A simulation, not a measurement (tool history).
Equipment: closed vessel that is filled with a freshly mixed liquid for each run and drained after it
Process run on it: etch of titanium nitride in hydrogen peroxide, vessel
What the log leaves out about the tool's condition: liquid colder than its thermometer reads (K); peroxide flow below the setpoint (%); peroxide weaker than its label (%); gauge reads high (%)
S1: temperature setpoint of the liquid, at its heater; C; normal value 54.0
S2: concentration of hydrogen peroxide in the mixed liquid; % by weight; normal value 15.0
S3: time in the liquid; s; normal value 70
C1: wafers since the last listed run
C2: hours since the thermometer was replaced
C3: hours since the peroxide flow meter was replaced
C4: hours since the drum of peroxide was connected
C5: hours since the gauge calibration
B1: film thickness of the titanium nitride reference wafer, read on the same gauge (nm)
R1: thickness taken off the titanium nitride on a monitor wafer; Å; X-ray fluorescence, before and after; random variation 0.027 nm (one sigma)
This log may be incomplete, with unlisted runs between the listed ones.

Run 1, hour 0.0: usual settings but S2 12.0 % by weight; C1 0; C2 1848.4; C3 2578.6; C4 540.5; C5 92.3; B1 149.980. Result: R1 39.20 Å.
Run 2, hour 9.4: usual settings but S2 12.0 % by weight; C1 909; C2 1857.8; C3 2588.0; C4 549.9; C5 101.7; B1 149.991. Result: R1 39.02 Å.
Run 3, hour 21.9: usual settings but S2 12.0 % by weight; C1 1209; C2 1870.3; C3 2600.5; C4 562.4; C5 114.2; B1 150.002. Result: R1 39.20 Å.
Run 4, hour 30.1: usual settings; C1 793; C2 1878.5; C3 2608.7; C4 570.6; C5 122.4; B1 149.996. Result: R1 40.88 Å.
Run 5, hour 41.9: usual settings; C1 1141; C2 1890.3; C3 2620.5; C4 582.4; C5 134.2; B1 150.005. Result: R1 40.64 Å.
Run 6, hour 58.2: usual settings; C1 1576; C2 1906.6; C3 2636.8; C4 598.7; C5 150.5; B1 150.002. Result: R1 40.78 Å.
Run 7, hour 71.9: usual settings but S1 57.5 C; C1 1325; C2 1920.3; C3 2650.5; C4 612.4; C5 164.2; B1 150.028. Result: R1 51.90 Å.
Run 8, hour 82.6: usual settings but S1 57.5 C; C1 1035; C2 1931.0; C3 2661.2; C4 623.1; C5 174.9; B1 149.999. Result: R1 51.89 Å.
Run 9, hour 98.5: usual settings; C1 1538; C2 1946.9; C3 2677.1; C4 639.0; C5 190.8; B1 149.989. Result: R1 40.49 Å.
At hour 104.8: new drum of peroxide connected.
At hour 135.9: peroxide flow meter replaced.
Run 10, hour 140.7: usual settings; C1 3888; C2 1989.1; C3 4.8; C4 35.9; C5 233.0; B1 149.984. Result: R1 40.05 Å.
Run 11, hour 151.4: usual settings but S1 45.0 C, S2 18.0 % by weight, S3 80 s; C1 1035; C2 1999.8; C3 15.5; C4 46.6; C5 243.7; B1 149.995. Result: R1 24.76 Å.
At hour 167.6: thermometer replaced.
Run 12, hour 180.3: usual settings; C1 2698; C2 12.7; C3 44.4; C4 75.5; C5 272.6; B1 150.006. Result: R1 49.11 Å.
Run 13, hour 194.5: usual settings but S1 59.5 C, S2 12.0 % by weight, S3 105 s; C1 1373; C2 26.9; C3 58.6; C4 89.7; C5 286.8; B1 150.005. Result: R1 101.98 Å.
Run 14, hour 207.6: usual settings; C1 1267; C2 40.0; C3 71.7; C4 102.8; C5 299.9; B1 149.999. Result: R1 48.47 Å.
At hour 219.3: gauge calibrated.
Run 15, hour 222.9: usual settings; C1 1480; C2 55.3; C3 87.0; C4 118.1; C5 3.6; B1 149.987. Result: R1 48.59 Å.
Run 16, hour 237.2: usual settings but S1 60.5 C, S3 45 s; C1 1383; C2 69.6; C3 101.3; C4 132.4; C5 17.9; B1 149.990. Result: R1 48.91 Å.

Run 17 is up next; what results do you expect?
Run 17, hour 243.9: usual settings but S2 17.5 % by weight, S3 80 s; C1 648; C2 76.3; C3 108.0; C4 139.1; C5 24.6; B1 ?. Result: R1 ?.

B1: 149.994
R1: 56.80 Å
On a tool with no hidden condition, and with the same random variation, this run would have come out at R1 58.84 Å.
